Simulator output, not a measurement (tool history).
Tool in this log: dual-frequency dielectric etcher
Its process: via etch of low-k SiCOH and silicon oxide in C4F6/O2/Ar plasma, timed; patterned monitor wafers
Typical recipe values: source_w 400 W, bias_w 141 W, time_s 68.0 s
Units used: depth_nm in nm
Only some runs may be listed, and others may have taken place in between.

run,hour,source_w,bias_w,time_s,wafers since the last listed run,hours since the last wet clean,hours since the last source power generator calibration,hours since the last bias power generator calibration,hours since the last upper electrode change,hours since the gauge calibration,"read-back reference wafer on the same gauge, depth_nm",depth_nm
1,0.0,400,141,68.0,0,35.8,2670.8,1481.6,3789.4,768.9,138.3,152.1
2,18.9,400,141,68.0,124,54.7,2689.7,1500.5,3808.3,787.8,138.4,151.2
3,99.4,400,141,68.0,529,135.2,2770.2,1581.0,3888.8,868.3,138.7,153.3
4,114.1,400,141,68.0,96,149.9,2784.9,1595.7,3903.5,883.0,139.0,154.1
5,148.5,400,141,68.0,226,184.3,2819.3,1630.1,3937.9,917.4,139.1,153.0
6,164.3,400,141,68.0,104,200.1,2835.1,1645.9,3953.7,933.2,139.2,153.6
7,180.8,400,141,75.5,108,216.6,2851.6,1662.4,3970.2,949.7,139.5,171.8
8,206.9,400,141,75.5,171,242.7,2877.7,1688.5,3996.3,975.8,139.5,170.3
9,271.6,340,141,68.0,425,307.4,2942.4,1753.2,4061.0,1040.5,139.9,138.8
# hour 302.7: gauge calibrated
# hour 324.5: wet clean of the chamber
10,325.0,400,141,52.0,193,0.5,2995.8,1806.6,4114.4,22.3,136.7,115.2
11,329.5,490,132,68.0,29,5.0,3000.3,1811.1,4118.9,26.8,136.5,167.5
12,352.8,400,141,68.0,153,28.3,3023.6,1834.4,4142.2,50.1,136.6,150.4
13,385.9,330,128,68.0,217,61.4,3056.7,1867.5,4175.3,83.2,136.6,128.8
14,398.1,440,141,68.0,80,73.6,3068.9,1879.7,4187.5,95.4,136.5,160.0
15,427.7,350,160,49.0,194,103.2,3098.5,1909.3,4217.1,125.0,136.6,102.4
16,441.7,400,165,68.0,92,117.2,3112.5,1923.3,4231.1,139.0,136.8,157.4
17,474.2,400,141,68.0,213,149.7,3145.0,1955.8,4263.6,171.5,136.5,150.5
18,509.2,430,170,78.5,230,184.7,3180.0,1990.8,4298.6,206.5,136.8,191.8
# hour 523.4: source power generator calibrated
# hour 526.1: bias power generator calibrated
# hour 546.2: upper electrode replaced
19,546.7,400,141,82.0,70,222.2,23.3,20.6,0.5,244.0,136.8,181.9

Expected results for the next run?
20,557.7,440,141,81.0,72,233.2,34.3,31.6,11.5,255.0,?,?

read-back reference wafer on the same gauge, depth_nm: 136.7
depth_nm: 190.2 nm
The same run, on a tool lacking any hidden state, would have yielded depth_nm 189.0 nm.
